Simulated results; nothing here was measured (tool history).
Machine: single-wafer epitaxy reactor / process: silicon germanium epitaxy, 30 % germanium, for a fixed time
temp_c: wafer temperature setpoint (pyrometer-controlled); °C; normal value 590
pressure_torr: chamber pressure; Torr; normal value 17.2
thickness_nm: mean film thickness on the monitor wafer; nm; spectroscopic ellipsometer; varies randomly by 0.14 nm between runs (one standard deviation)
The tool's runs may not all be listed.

run    hour  temp_c  pressure_torr  read-back reference wafer on the same gauge, thickness_nm  thickness_nm
  1     0.0     590           17.2                                                     47.336        41.718
  2    52.6     590           17.2                                                     47.296        41.543
  3   125.3     590           17.2                                                     47.281        41.611
  4   179.5     590           17.2                                                     47.330        41.421
  5   271.3     590           17.2                                                     47.310        41.623
  6   350.8     590           17.2                                                     47.334        41.754
  7   430.5     590           17.2                                                     47.305        41.712
  8   512.5     590           17.2                                                     47.286        41.613
  9   597.4     593           17.2                                                     47.256        43.692
 10   634.0     590           20.0                                                     47.355        43.662
 11   720.0     590           20.0                                                     47.227        43.589
 12   811.8     590           20.0                                                     47.224        43.802
 13   883.8     590           18.3                                                     47.312        42.302
 14   957.6     590           17.2                                                     47.264        41.590
 15  1002.8     590           17.2                                                     47.337        42.928
 16  1102.5     590           17.2                                                     47.311        42.602
 17  1187.1     582           17.2                                                     47.289        37.116
 18  1258.2     578           17.2                                                     47.317        34.823
 19  1345.5     599           20.4                                                     47.286        52.125
 20  1391.8     590           20.0                                                     47.308        44.348
 21  1486.1     590           17.2                                                     47.321        42.081
 22  1580.1     575           17.2                                                     47.289        32.592
 23  1655.0     590           20.1                                                     47.375        43.898
 24  1728.2     590           17.2                                                     47.329        41.618
 25  1807.8     590           20.7                                                     47.267        44.412
 26  1893.7     595           19.1                                                     47.338        46.853
 27  1952.2     586           13.4                                                     47.293        35.990
 28  1992.9     599           20.4                                                     47.245        50.943
 29  2057.5     585           19.0                                                     47.266        39.597
 30  2156.8     605           17.2                                                     47.277        52.934
 31  2260.6     590           17.2                                                     47.242        41.575
 32  2297.5     599           13.8                                                     47.344        44.765
 33  2351.1     603           14.9                                                     47.275        48.941
 34  2399.1     602           14.4                                                     47.345        47.415

Not shown here: 5 entries made in the log between runs. Locate each between two listed runs and compare the hidden state at the listed run before it with the hidden state at the listed run after it:
After run 14, before run 15: pyrometer calibrated (hour 982.6)
  wafer temperature above the value expected at the setpoint (K): -1.89 -> -0.0645
  difference, measured minus the result without the unlogged condition, thickness_nm: -1.315 -> -0.046 nm
After run 15, before run 16: gauge calibrated (hour 1075.0)
  wafer temperature above the value expected at the setpoint (K): -0.0645 -> -0.342
  difference, measured minus the result without the unlogged condition, thickness_nm: -0.046 -> -0.241 nm
After run 16, before run 17: capacitance manometer re-zeroed and calibrated (hour 1129.9)
  wafer temperature above the value expected at the setpoint (K): -0.342 -> -0.552
  difference, measured minus the result without the unlogged condition, thickness_nm: -0.241 -> -0.344 nm
After run 25, before run 26: showerhead replaced (hour 1893.2)
  wafer temperature above the value expected at the setpoint (K): -1.55 -> -1.64
  difference, measured minus the result without the unlogged condition, thickness_nm: -1.151 -> -1.268 nm
After run 33, before run 34: gauge calibrated (hour 2398.8)
  wafer temperature above the value expected at the setpoint (K): -1.96 -> -1.99
  difference, measured minus the result without the unlogged condition, thickness_nm: -1.568 -> -1.542 nm

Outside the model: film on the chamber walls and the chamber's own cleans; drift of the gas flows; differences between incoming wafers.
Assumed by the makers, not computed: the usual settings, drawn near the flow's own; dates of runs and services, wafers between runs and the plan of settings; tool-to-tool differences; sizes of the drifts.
